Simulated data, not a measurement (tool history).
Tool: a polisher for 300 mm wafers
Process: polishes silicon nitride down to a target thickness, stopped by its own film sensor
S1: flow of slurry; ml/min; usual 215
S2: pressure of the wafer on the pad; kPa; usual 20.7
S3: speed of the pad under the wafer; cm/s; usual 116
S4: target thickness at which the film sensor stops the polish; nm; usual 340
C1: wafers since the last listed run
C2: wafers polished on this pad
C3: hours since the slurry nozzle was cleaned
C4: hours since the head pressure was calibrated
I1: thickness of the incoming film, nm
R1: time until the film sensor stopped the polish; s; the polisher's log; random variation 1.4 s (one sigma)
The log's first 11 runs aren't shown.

run,hour,S1,S2,S3,S4,C1,C2,C3,C4,I1,R1
12,1117.0,215,20.7,116,340,715,3413,231.6,426.5,497.1,92.2
13,1171.7,215,20.7,116,340,563,3977,286.3,481.2,493.5,86.6
14,1259.3,175,20.7,116,340,902,4880,373.9,568.8,497.7,94.1
15,1312.0,175,20.7,116,340,543,5423,426.6,621.5,508.9,103.1
# hour 1405.1: worn pad replaced by a new one
16,1412.1,215,20.7,116,340,990,72,526.7,721.6,506.3,96.3
# hour 1460.0: head pressure recalibrated
17,1621.8,215,27.6,116,340,2140,2212,736.4,161.8,495.5,74.9
# hour 1648.2: slurry nozzle cleaned
18,1659.8,245,24.8,148,389,381,2594,11.6,199.8,491.5,45.2
19,1724.8,280,16.5,146,359,669,3264,76.6,264.8,495.8,77.6
20,1829.1,215,20.7,88,326,1074,4339,180.9,369.1,499.9,117.9
21,1927.0,215,20.7,116,340,1008,5348,278.8,467.0,489.4,87.0
22,1976.0,245,20.7,144,310,505,5853,327.8,516.0,501.5,96.5
23,2070.8,215,20.7,142,340,977,6830,422.6,610.8,489.6,76.0
# hour 2093.4: worn pad replaced by a new one
24,2130.7,215,20.7,142,340,576,384,482.5,670.7,495.9,79.7
# hour 2188.9: head pressure recalibrated
25,2236.7,215,26.9,76,340,1071,1456,588.5,47.8,501.6,103.2
26,2331.1,215,20.7,116,376,972,2429,682.9,142.2,492.1,66.5
27,2413.1,215,20.7,98,340,845,3274,764.9,224.2,502.8,103.2
28,2511.1,215,20.7,116,340,1010,4284,862.9,322.2,497.1,90.8
29,2603.1,215,20.7,98,340,948,5232,954.9,414.2,498.2,102.9
30,2668.8,245,15.9,130,340,677,5909,1020.6,479.9,490.5,95.9
# hour 2672.5: slurry nozzle cleaned
31,2754.7,190,20.7,136,372,874,6784,82.2,565.8,502.2,68.3
# hour 2763.2: worn pad replaced by a new one
32,2837.0,215,20.7,116,340,806,761,164.5,648.1,502.9,93.9
# hour 2852.8: head pressure recalibrated
33,2936.3,215,23.4,148,340,1002,1763,263.8,83.5,501.4,75.8
34,3074.7,290,18.6,130,372,1426,3190,402.2,221.9,497.9,71.4
35,3158.5,215,20.7,116,340,863,4053,486.0,305.7,508.3,98.7
36,3223.5,155,15.9,82,389,669,4723,551.0,370.7,499.8,98.0

5 ways to go on from here, each from the tool as it stands after run 36. What would each give?
A,3224.0,215,20.7,116,340,5,4728,551.5,371.2,508.1,?
B,3224.0,250,18.6,150,387,5,4728,551.5,371.2,508.1,?
C,3224.0,245,24.1,150,340,5,4728,551.5,371.2,508.1,?
D,3224.0,215,20.7,96,340,5,4728,551.5,371.2,508.1,?
E,3224.0,255,17.2,116,317,5,4728,551.5,371.2,508.1,?

run,R1
A,97.5
B,62.1
C,73.9
D,109.5
E,120.6
Without the tool's hidden state the same runs would have given:
run,R1
A,97.5
B,62.1
C,73.9
D,109.5
E,120.6
